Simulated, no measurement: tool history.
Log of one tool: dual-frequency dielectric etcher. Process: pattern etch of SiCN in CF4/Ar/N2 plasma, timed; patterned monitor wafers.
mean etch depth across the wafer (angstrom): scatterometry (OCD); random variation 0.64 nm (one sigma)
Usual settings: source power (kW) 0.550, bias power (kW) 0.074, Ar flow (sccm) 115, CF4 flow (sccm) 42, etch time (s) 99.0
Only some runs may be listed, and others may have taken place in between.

run   hour  source power (kW)  bias power (kW)  Ar flow (sccm)  CF4 flow (sccm)  etch time (s)  read-back reference wafer on the same gauge, depth_nm  mean etch depth across the wafer (angstrom)
  1    0.0              0.550            0.074             115               42           99.0                                                  116.1                                          962
  2   26.0              0.550            0.074             115               42           99.0                                                  116.2                                          957
      42.8  -- CF4 flow controller replaced
  3   54.4              0.550            0.074             115               42           99.0                                                  115.7                                          953
  4   92.8              0.550            0.074             115               42           99.0                                                  116.2                                          953
     131.5  -- gauge calibrated
  5  141.1              0.550            0.074             115               42           99.0                                                  116.2                                          946
  6  176.1              0.550            0.074             115               42           99.0                                                  116.4                                          958
     217.7  -- upper electrode replaced
  7  232.8              0.550            0.074             115               45           99.0                                                  116.0                                          953
     275.1  -- bias power generator calibrated
  8  329.2              0.440            0.074             133               42           81.0                                                  115.9                                          584
     437.7  -- source power generator calibrated
  9  438.2              0.550            0.074             115               52           99.0                                                  116.0                                          947
 10  474.2              0.670            0.081             104               42           82.0                                                  116.2                                         1000
 11  520.4              0.620            0.074             115               42           79.0                                                  115.9                                          834
     597.1  -- wet clean of the chamber
 12  597.6              0.550            0.074             115               42           99.0                                                  115.8                                          973
 13  622.0              0.550            0.074             115               42           99.0                                                  116.0                                          966

Expected results for the next run?
     664.8  -- Ar flow controller replaced
 14  665.3              0.550            0.058             139               51           75.5                                                      ?                                            ?

read-back reference wafer on the same gauge, depth_nm: 116.0
mean etch depth across the wafer (angstrom): 647
Without the tool's hidden state the same run would have given mean etch depth across the wafer (angstrom) 650.

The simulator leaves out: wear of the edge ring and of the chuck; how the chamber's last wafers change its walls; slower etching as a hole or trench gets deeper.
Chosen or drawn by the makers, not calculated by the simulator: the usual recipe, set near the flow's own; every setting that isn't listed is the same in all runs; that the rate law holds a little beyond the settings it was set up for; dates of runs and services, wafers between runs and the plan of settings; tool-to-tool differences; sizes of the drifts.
